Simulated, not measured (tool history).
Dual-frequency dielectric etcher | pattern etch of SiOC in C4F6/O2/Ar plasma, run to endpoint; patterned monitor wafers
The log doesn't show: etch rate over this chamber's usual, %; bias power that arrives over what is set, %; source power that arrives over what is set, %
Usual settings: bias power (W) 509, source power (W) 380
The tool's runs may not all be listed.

run   hour  bias power (W)  source power (W)  wafers since the last listed run  hours since the last wet clean  hours since the last bias power generator calibration  hours since the last source power generator calibration  hours since the last upper electrode change  incoming incoming film thickness, nm  endpoint time (s)
  1      0             509               340                                 0                           220.4                                                 2084.4                                                   4520.4                                       3766.3                                 34.34               11.6
  2    8.6             509               340                               117                             229                                                   2093                                                     4529                                       3774.9                                 34.64               11.6
  3   49.6             509               340                               558                             270                                                   2134                                                     4570                                       3815.9                                 34.08               11.5
  4  102.4             541               380                               719                           322.8                                                 2186.8                                                   4622.8                                       3868.7                                 34.18               10.8
  5  111.5             541               380                               123                           331.9                                                 2195.9                                                   4631.9                                       3877.8                                 34.27                 11
  6  121.1             509               380                               130                           341.5                                                 2205.5                                                   4641.5                                       3887.4                                 34.32               11.2
  7    139             509               380                               243                           359.4                                                 2223.4                                                   4659.4                                       3905.3                                 34.27               11.3
  8  153.2             509               380                               193                           373.6                                                 2237.6                                                   4673.6                                       3919.5                                 34.46               11.4
  9  162.7             509               380                               129                           383.1                                                 2247.1                                                   4683.1                                         3929                                  34.3               11.3
 10  169.7             509               380                                95                           390.1                                                 2254.1                                                   4690.1                                         3936                                 34.37               11.2
 11  178.7             509               380                               122                           399.1                                                 2263.1                                                   4699.1                                         3945                                 34.39               11.2
     218.6  -- wet clean of the chamber
 12  219.1             509               380                               223                             0.5                                                 2303.5                                                   4739.5                                       3985.4                                 34.21               10.8
 13  232.5             509               380                               182                            13.9                                                 2316.9                                                   4752.9                                       3998.8                                 34.05               10.8
     241.4  -- source power generator calibrated
 14  246.6             509               380                               137                              28                                                   2331                                                      5.2                                       4012.9                                 34.03               11.1
 15    257             509               380                               141                            38.4                                                 2341.4                                                     15.6                                       4023.3                                 34.42                 11
 16  272.5             509               380                               211                            53.9                                                 2356.9                                                     31.1                                       4038.8                                 34.46               11.1
     287.5  -- bias power generator calibrated
     296.6  -- upper electrode replaced
 17  297.1             509               380                               156                            78.5                                                    9.6                                                     55.7                                          0.5                                 34.26               11.1
 18  297.5             599               310                                 5                            78.9                                                     10                                                     56.1                                          0.9                                 34.37               10.5
 19  307.8             509               410                               140                            89.2                                                   20.3                                                     66.4                                         11.2                                 34.21               10.8
 20    325             631               340                               234                           106.4                                                   37.5                                                     83.6                                         28.4                                  34.2               10.1
 21  333.3             450               300                               113                           114.7                                                   45.8                                                     91.9                                         36.7                                 34.13               12.6
 22  350.4             509               380                               232                           131.8                                                   62.9                                                      109                                         53.8                                 34.39                 11
 23  366.4             549               460                               217                           147.8                                                   78.9                                                      125                                         69.8                                 34.28               10.1
 24  379.7             509               380                               181                           161.1                                                   92.2                                                    138.3                                         83.1                                 34.33               11.1
 25  392.8             580               460                               178                           174.2                                                  105.3                                                    151.4                                         96.2                                 34.28                9.9
 26  400.5             414               450                               104                           181.9                                                    113                                                    159.1                                        103.9                                 34.33               12.1
 27  415.9             598               450                               209                           197.3                                                  128.4                                                    174.5                                        119.3                                 34.42                 10
 28  430.1             509               380                               193                           211.5                                                  142.6                                                    188.7                                        133.5                                 34.13               11.2
 29    448             509               380                               243                           229.4                                                  160.5                                                    206.6                                        151.4                                 34.37               11.4
 30  455.9             582               410                               107                           237.3                                                  168.4                                                    214.5                                        159.3                                 34.23               10.2
 31  471.2             606               320                               208                           252.6                                                  183.7                                                    229.8                                        174.6                                 34.38               10.9
 32  484.3             564               320                               178                           265.7                                                  196.8                                                    242.9                                        187.7                                 33.79               10.9

5 ways to go on from here, each from the tool as it stands after run 32. What would each give?
  A  484.7             389               380                                 5                           266.1                                                  197.2                                                    243.3                                        188.1                                 34.57                  ?
  B  484.7             433               290                                 5                           266.1                                                  197.2                                                    243.3                                        188.1                                 34.57                  ?
  C  484.7             402               340                                 5                           266.1                                                  197.2                                                    243.3                                        188.1                                 34.57                  ?
  D  484.7             396               450                                 5                           266.1                                                  197.2                                                    243.3                                        188.1                                 34.57                  ?
  E  484.7             441               380                                 5                           266.1                                                  197.2                                                    243.3                                        188.1                                 34.57                  ?

run  endpoint time (s)
  A               13.4
  B               13.4
  C               13.5
  D               12.7
  E               12.4
Without the tool's hidden state the same runs would have given:
run  endpoint time (s)
  A               13.1
  B                 13
  C               13.1
  D               12.3
  E                 12
